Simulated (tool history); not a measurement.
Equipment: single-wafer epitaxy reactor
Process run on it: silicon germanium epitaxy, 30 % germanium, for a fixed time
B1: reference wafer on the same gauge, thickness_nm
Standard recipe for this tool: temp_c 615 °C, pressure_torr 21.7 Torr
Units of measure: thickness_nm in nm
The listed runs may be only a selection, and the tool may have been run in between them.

Run 1, hour 0: usual settings; B1 77.17. Result: thickness_nm 86.42 nm.
Run 2, hour 10.1: usual settings; B1 77.193. Result: thickness_nm 86.446 nm.
Run 3, hour 22.8: usual settings but pressure_torr 20.5 Torr; B1 77.127. Result: thickness_nm 84.832 nm.
Run 4, hour 36.3: usual settings but pressure_torr 20.5 Torr; B1 77.251. Result: thickness_nm 84.942 nm.
Run 5, hour 52: usual settings but pressure_torr 20.5 Torr; B1 77.204. Result: thickness_nm 84.356 nm.
Run 6, hour 63.2: usual settings but temp_c 604 °C; B1 77.22. Result: thickness_nm 72.382 nm.
At hour 75.9: capacitance manometer re-zeroed and calibrated.
Run 7, hour 76.4: usual settings; B1 77.211. Result: thickness_nm 86.427 nm.
Run 8, hour 81.8: usual settings; B1 77.167. Result: thickness_nm 86.377 nm.
Run 9, hour 90: usual settings; B1 77.254. Result: thickness_nm 86.079 nm.
Run 10, hour 97.8: usual settings but temp_c 627 °C, pressure_torr 23 Torr; B1 77.256. Result: thickness_nm 106.062 nm.
Run 11, hour 111.6: usual settings but temp_c 627 °C, pressure_torr 23 Torr; B1 77.193. Result: thickness_nm 106.013 nm.
Run 12, hour 124.8: usual settings; B1 77.153. Result: thickness_nm 86.278 nm.
Run 13, hour 138: usual settings but temp_c 627 °C, pressure_torr 18.4 Torr; B1 77.194. Result: thickness_nm 98.177 nm.
Run 14, hour 146.4: usual settings but temp_c 601 °C, pressure_torr 25.8 Torr; B1 77.199. Result: thickness_nm 73.377 nm.
Run 15, hour 163.1: usual settings but temp_c 626 °C, pressure_torr 25.4 Torr; B1 77.172. Result: thickness_nm 108.092 nm.
Run 16, hour 179.5: usual settings but temp_c 627 °C, pressure_torr 24.7 Torr; B1 77.203. Result: thickness_nm 108.368 nm.
Run 17, hour 193.7: usual settings; B1 77.236. Result: thickness_nm 86.282 nm.
Run 18, hour 202.3: usual settings but temp_c 624 °C, pressure_torr 19.8 Torr; B1 77.167. Result: thickness_nm 95.906 nm.
Run 19, hour 208.7: usual settings but temp_c 623 °C; B1 77.22. Result: thickness_nm 97.61 nm.

Predict the results of run 20:
Run 20, hour 216.6: usual settings but temp_c 621 °C, pressure_torr 17.5 Torr; B1 ?. Result: thickness_nm ?.

For run 20 the tool returned B1 77.174, thickness_nm 87.6 nm.
The same run, on a tool lacking any hidden state, would have yielded thickness_nm 94.298 nm.
